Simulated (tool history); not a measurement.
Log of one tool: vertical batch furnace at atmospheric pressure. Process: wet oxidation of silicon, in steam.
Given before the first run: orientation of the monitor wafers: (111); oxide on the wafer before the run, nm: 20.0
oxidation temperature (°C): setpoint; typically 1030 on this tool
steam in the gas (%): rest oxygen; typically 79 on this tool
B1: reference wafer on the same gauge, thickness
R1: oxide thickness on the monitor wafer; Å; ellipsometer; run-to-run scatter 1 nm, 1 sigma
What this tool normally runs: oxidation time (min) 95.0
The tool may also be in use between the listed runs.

Run 1, hour 0.0: usual settings but steam in the gas (%) 71; B1 634.84. Result: R1 6038.8 Å.
Run 2, hour 20.8: usual settings but steam in the gas (%) 76; B1 634.82. Result: R1 6252.4 Å.
At hour 52.8: steam generator serviced.
Run 3, hour 53.3: usual settings but steam in the gas (%) 76; B1 635.10. Result: R1 6526.4 Å.
Run 4, hour 59.0: usual settings but steam in the gas (%) 76; B1 634.98. Result: R1 6550.5 Å.
Run 5, hour 64.7: usual settings; B1 634.93. Result: R1 6682.2 Å.
Run 6, hour 80.2: usual settings; B1 634.98. Result: R1 6676.9 Å.
Run 7, hour 104.5: usual settings; B1 635.09. Result: R1 6682.4 Å.
Run 8, hour 123.8: usual settings; B1 635.10. Result: R1 6682.5 Å.
At hour 139.5: gauge calibrated.
Run 9, hour 141.6: usual settings but steam in the gas (%) 73; B1 635.06. Result: R1 6390.1 Å.
Run 10, hour 154.4: usual settings; B1 635.24. Result: R1 6677.1 Å.
Run 11, hour 162.8: usual settings; B1 635.02. Result: R1 6682.8 Å.
Run 12, hour 181.2: usual settings but oxidation temperature (°C) 1036, steam in the gas (%) 82; B1 635.11. Result: R1 6985.3 Å.
Run 13, hour 199.1: usual settings but oxidation temperature (°C) 1036, steam in the gas (%) 82; B1 634.90. Result: R1 6993.7 Å.
Run 14, hour 215.7: usual settings; B1 634.88. Result: R1 6671.0 Å.
Run 15, hour 231.1: usual settings but oxidation temperature (°C) 1016, oxidation time (min) 139.5, steam in the gas (%) 91; B1 635.02. Result: R1 8438.3 Å.
Run 16, hour 251.4: usual settings but oxidation temperature (°C) 1039, steam in the gas (%) 89; B1 634.98. Result: R1 7431.0 Å.
Run 17, hour 261.4: usual settings but oxidation temperature (°C) 1011, steam in the gas (%) 84; B1 635.08. Result: R1 6344.4 Å.
Run 18, hour 275.2: usual settings but oxidation temperature (°C) 1052, steam in the gas (%) 74; B1 635.29. Result: R1 7049.7 Å.
Run 19, hour 289.5: usual settings but oxidation time (min) 142.5, steam in the gas (%) 84; B1 635.09. Result: R1 8641.3 Å.
Run 20, hour 302.9: usual settings but steam in the gas (%) 90; B1 635.16. Result: R1 7181.3 Å.
Run 21, hour 326.6: usual settings; B1 635.35. Result: R1 6651.6 Å.
Run 22, hour 347.8: usual settings but oxidation time (min) 140.5; B1 635.20. Result: R1 8310.8 Å.
Run 23, hour 358.7: usual settings but oxidation time (min) 118.0, steam in the gas (%) 71; B1 635.16. Result: R1 7092.0 Å.
At hour 394.3: thermocouples replaced and temperature profile calibrated.
Run 24, hour 394.8: usual settings; B1 635.01. Result: R1 6655.3 Å.
Run 25, hour 400.5: usual settings but steam in the gas (%) 75; B1 634.83. Result: R1 6462.0 Å.
Run 26, hour 406.2: usual settings but oxidation time (min) 59.5; B1 635.06. Result: R1 5091.1 Å.
Run 27, hour 413.1: usual settings; B1 635.16. Result: R1 6668.6 Å.
Run 28, hour 434.1: usual settings; B1 635.13. Result: R1 6665.9 Å.
Run 29, hour 449.8: usual settings but oxidation temperature (°C) 1007, oxidation time (min) 111.5, steam in the gas (%) 70; B1 635.50. Result: R1 6137.3 Å.
Run 30, hour 463.7: usual settings but oxidation time (min) 113.5; B1 635.29. Result: R1 7343.0 Å.
Run 31, hour 486.8: usual settings but oxidation temperature (°C) 1041, oxidation time (min) 122.5, steam in the gas (%) 91; B1 635.47. Result: R1 8677.4 Å.
Run 32, hour 500.4: usual settings but oxidation temperature (°C) 1048, steam in the gas (%) 87; B1 634.93. Result: R1 7551.5 Å.
Run 33, hour 520.0: usual settings but oxidation temperature (°C) 1042, oxidation time (min) 107.5, steam in the gas (%) 70; B1 634.86. Result: R1 7018.9 Å.
At hour 542.0: gauge calibrated.
Run 34, hour 543.6: usual settings; B1 635.05. Result: R1 6639.5 Å.
Run 35, hour 555.5: usual settings; B1 634.79. Result: R1 6648.5 Å.
Run 36, hour 574.0: usual settings; B1 635.02. Result: R1 6648.2 Å.
Run 37, hour 586.4: usual settings but oxidation time (min) 134.5, steam in the gas (%) 71; B1 635.18. Result: R1 7620.2 Å.

Exercise: give the hidden state of the tool at every run:
true tube temperature minus thermocouple reading, K: 0 across all the runs
gauge reads high (%): 0 across all the runs
H1: steam share off its setpoint, % of the setpoint
run      H1
  1   -7.82
  2   -7.86
  3  -0.137
  4   -0.15
  5  -0.163
  6  -0.197
  7  -0.252
  8  -0.296
  9  -0.336
 10  -0.365
 11  -0.384
 12  -0.426
 13  -0.466
 14  -0.503
 15  -0.538
 16  -0.584
 17  -0.607
 18  -0.638
 19   -0.67
 20    -0.7
 21  -0.754
 22  -0.802
 23  -0.826
 24  -0.908
 25  -0.921
 26  -0.933
 27  -0.949
 28  -0.996
 29   -1.03
 30   -1.06
 31   -1.12
 32   -1.15
 33   -1.19
 34   -1.24
 35   -1.27
 36   -1.31
 37   -1.34
